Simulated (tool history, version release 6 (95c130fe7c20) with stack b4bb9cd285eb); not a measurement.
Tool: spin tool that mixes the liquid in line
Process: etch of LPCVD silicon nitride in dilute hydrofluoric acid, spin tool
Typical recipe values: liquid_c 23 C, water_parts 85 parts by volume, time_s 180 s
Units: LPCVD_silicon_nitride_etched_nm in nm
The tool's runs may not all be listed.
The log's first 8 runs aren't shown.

| run | day | liquid_c | water_parts | time_s | wafers since the last listed run | hours since the thermometer was replaced | hours since the hydrofluoric acid flow meter was replaced | hours since the gauge calibration | read-back film thickness of the LPCVD silicon nitride reference wafer, read on the same gauge (nm) | LPCVD_silicon_nitride_etched_nm |
|---|---|---|---|---|---|---|---|---|---|---|
| 9 | 7.938 | 23 | 85 | 180 | 117 | 984.1 | 1372.6 | 479.6 | 59.972 | 0.896 |
| 10 | 11.312 | 23 | 85 | 180 | 769 | 1065.1 | 1453.6 | 560.6 | 60.03 | 0.901 |
|  | 11.85 | hydrofluoric acid flow meter replaced |
| 11 | 12.038 | 23 | 85 | 180 | 155 | 1082.5 | 4.5 | 578 | 59.995 | 0.907 |
| 12 | 12.692 | 26 | 85 | 180 | 149 | 1098.2 | 20.2 | 593.7 | 59.985 | 1.088 |
| 13 | 13.671 | 26 | 85 | 180 | 223 | 1121.7 | 43.7 | 617.2 | 60.035 | 1.089 |
| 14 | 14.396 | 23 | 85 | 180 | 165 | 1139.1 | 61.1 | 634.6 | 60.009 | 0.892 |
| 15 | 15.079 | 20.5 | 85 | 105 | 155 | 1155.5 | 77.5 | 651 | 60.01 | 0.45 |
| 16 | 15.704 | 26 | 65 | 180 | 142 | 1170.5 | 92.5 | 666 | 60 | 1.411 |
| 17 | 17.108 | 28 | 70 | 90 | 319 | 1204.2 | 126.2 | 699.7 | 59.998 | 0.732 |
| 18 | 18.288 | 21 | 95 | 100 | 268 | 1232.5 | 154.5 | 728 | 60.057 | 0.386 |
| 19 | 19.221 | 23 | 115 | 180 | 212 | 1254.9 | 176.9 | 750.4 | 59.991 | 0.669 |
|  | 20.304 | thermometer replaced |
| 20 | 20.321 | 23 | 65 | 275 | 241 | 0.4 | 203.3 | 776.8 | 59.976 | 1.913 |
|  | 21.288 | gauge calibrated |
| 21 | 21.4 | 23 | 85 | 180 | 245 | 26.3 | 229.2 | 2.7 | 59.969 | 1.04 |
| 22 | 22.229 | 19 | 100 | 255 | 188 | 46.2 | 249.1 | 22.6 | 60.018 | 0.922 |
| 23 | 22.883 | 23 | 85 | 215 | 149 | 61.9 | 264.8 | 38.3 | 60.007 | 1.242 |
| 24 | 23.762 | 20 | 85 | 180 | 200 | 83 | 285.9 | 59.4 | 60.028 | 0.789 |
| 25 | 24.396 | 23 | 105 | 135 | 144 | 98.2 | 301.1 | 74.6 | 60.021 | 0.582 |
| 26 | 25.875 | 26 | 85 | 180 | 337 | 133.7 | 336.6 | 110.1 | 59.981 | 1.181 |
| 27 | 27.158 | 23 | 120 | 270 | 292 | 164.5 | 367.4 | 140.9 | 60.04 | 1.054 |
| 28 | 27.683 | 23 | 85 | 180 | 119 | 177.1 | 380 | 153.5 | 60.035 | 0.969 |
| 29 | 28.929 | 23 | 85 | 180 | 283 | 207 | 409.9 | 183.4 | 59.976 | 0.987 |
| 30 | 30.796 | 23 | 105 | 70 | 425 | 251.8 | 454.7 | 228.2 | 59.978 | 0.31 |
| 31 | 31.333 | 21.5 | 85 | 230 | 122 | 264.7 | 467.6 | 241.1 | 60.033 | 1.134 |
| 32 | 32.4 | 18.5 | 65 | 265 | 243 | 290.3 | 493.2 | 266.7 | 59.99 | 1.374 |

5 options for the next run, each taken on its own from the tool as it stands now. Forecast them:
| A | 32.421 | 27.5 | 85 | 180 | 4 | 290.8 | 493.7 | 267.2 | ? | ? |
| B | 32.421 | 23 | 70 | 75 | 4 | 290.8 | 493.7 | 267.2 | ? | ? |
| C | 32.421 | 28 | 85 | 180 | 4 | 290.8 | 493.7 | 267.2 | ? | ? |
| D | 32.421 | 20.5 | 50 | 215 | 4 | 290.8 | 493.7 | 267.2 | ? | ? |
| E | 32.421 | 24.5 | 85 | 85 | 4 | 290.8 | 493.7 | 267.2 | ? | ? |

| run | read-back film thickness of the LPCVD silicon nitride reference wafer, read on the same gauge (nm) | LPCVD_silicon_nitride_etched_nm |
|---|---|---|
| A | 60.008 | 1.308 |
| B | 60.008 | 0.49 |
| C | 60.008 | 1.351 |
| D | 60.008 | 1.642 |
| E | 60.008 | 0.507 |
What these runs would have given with no unlogged condition in the tool:
| run | LPCVD_silicon_nitride_etched_nm |
|---|---|
| A | 1.371 |
| B | 0.514 |
| C | 1.416 |
| D | 1.727 |
| E | 0.532 |
